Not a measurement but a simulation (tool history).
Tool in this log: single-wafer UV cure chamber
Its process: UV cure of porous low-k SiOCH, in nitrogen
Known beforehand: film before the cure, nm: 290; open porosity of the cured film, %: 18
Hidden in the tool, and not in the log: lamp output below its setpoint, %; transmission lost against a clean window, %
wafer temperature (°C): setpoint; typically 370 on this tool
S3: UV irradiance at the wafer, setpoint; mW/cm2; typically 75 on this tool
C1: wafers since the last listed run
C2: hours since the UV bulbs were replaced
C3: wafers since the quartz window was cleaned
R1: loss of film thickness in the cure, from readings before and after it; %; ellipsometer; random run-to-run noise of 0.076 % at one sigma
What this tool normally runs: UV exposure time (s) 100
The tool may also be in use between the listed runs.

{"run": 1, "hour": 0.0, "wafer temperature (°C)": 370, "UV exposure time (s)": 100, "S3": 75, "C1": 0, "C2": 809.8, "C3": 1923, "R1": 4.175}
{"run": 2, "hour": 35.3, "wafer temperature (°C)": 370, "UV exposure time (s)": 100, "S3": 75, "C1": 221, "C2": 845.1, "C3": 2144, "R1": 4.223}
{"run": 3, "hour": 53.5, "wafer temperature (°C)": 382, "UV exposure time (s)": 100, "S3": 75, "C1": 114, "C2": 863.3, "C3": 2258, "R1": 4.334}
{"run": 4, "hour": 89.5, "wafer temperature (°C)": 382, "UV exposure time (s)": 100, "S3": 75, "C1": 225, "C2": 899.3, "C3": 2484, "R1": 4.144}
{"run": 5, "hour": 120.7, "wafer temperature (°C)": 382, "UV exposure time (s)": 100, "S3": 75, "C1": 195, "C2": 930.5, "C3": 2680, "R1": 4.152}
{"run": 6, "hour": 146.0, "wafer temperature (°C)": 370, "UV exposure time (s)": 100, "S3": 75, "C1": 158, "C2": 955.8, "C3": 2839, "R1": 3.997}
{"hour": 157.4, "done": "UV bulbs replaced"}
{"run": 7, "hour": 173.6, "wafer temperature (°C)": 370, "UV exposure time (s)": 100, "S3": 75, "C1": 122, "C2": 16.2, "C3": 2962, "R1": 5.45}
{"run": 8, "hour": 197.0, "wafer temperature (°C)": 370, "UV exposure time (s)": 100, "S3": 75, "C1": 146, "C2": 39.6, "C3": 3108, "R1": 5.328}
{"run": 9, "hour": 227.3, "wafer temperature (°C)": 370, "UV exposure time (s)": 155, "S3": 75, "C1": 190, "C2": 69.9, "C3": 3298, "R1": 6.672}
{"run": 10, "hour": 242.9, "wafer temperature (°C)": 370, "UV exposure time (s)": 155, "S3": 75, "C1": 97, "C2": 85.5, "C3": 3396, "R1": 6.61}
{"run": 11, "hour": 272.6, "wafer temperature (°C)": 389, "UV exposure time (s)": 100, "S3": 40, "C1": 186, "C2": 115.2, "C3": 3583, "R1": 3.386}
{"run": 12, "hour": 292.0, "wafer temperature (°C)": 370, "UV exposure time (s)": 130, "S3": 59, "C1": 121, "C2": 134.6, "C3": 3704, "R1": 5.012}
{"run": 13, "hour": 306.9, "wafer temperature (°C)": 357, "UV exposure time (s)": 40, "S3": 58, "C1": 93, "C2": 149.5, "C3": 3798, "R1": 1.819}
{"hour": 349.0, "done": "quartz window cleaned"}
{"run": 14, "hour": 349.5, "wafer temperature (°C)": 370, "UV exposure time (s)": 100, "S3": 94, "C1": 217, "C2": 192.1, "C3": 3, "R1": 6.187}
{"run": 15, "hour": 442.1, "wafer temperature (°C)": 364, "UV exposure time (s)": 160, "S3": 40, "C1": 580, "C2": 284.7, "C3": 584, "R1": 4.484}
{"run": 16, "hour": 456.2, "wafer temperature (°C)": 352, "UV exposure time (s)": 60, "S3": 56, "C1": 88, "C2": 298.8, "C3": 672, "R1": 2.605}
{"run": 17, "hour": 471.0, "wafer temperature (°C)": 354, "UV exposure time (s)": 85, "S3": 49, "C1": 92, "C2": 313.6, "C3": 765, "R1": 3.085}

Alternative continuations, all from the tool just after run 17; predict every row:
{"run": "A", "hour": 471.5, "wafer temperature (°C)": 370, "UV exposure time (s)": 50, "S3": 75, "C1": 3, "C2": 314.1, "C3": 768, "R1": "?"}
{"run": "B", "hour": 471.5, "wafer temperature (°C)": 378, "UV exposure time (s)": 45, "S3": 86, "C1": 3, "C2": 314.1, "C3": 768, "R1": "?"}
{"run": "C", "hour": 471.5, "wafer temperature (°C)": 363, "UV exposure time (s)": 150, "S3": 59, "C1": 3, "C2": 314.1, "C3": 768, "R1": "?"}

run=A R1=2.980
run=B R1=3.139
run=C R1=5.458
Without the tool's hidden state the same runs would have given:
run=A R1=3.848
run=B R1=4.038
run=C R1=6.649
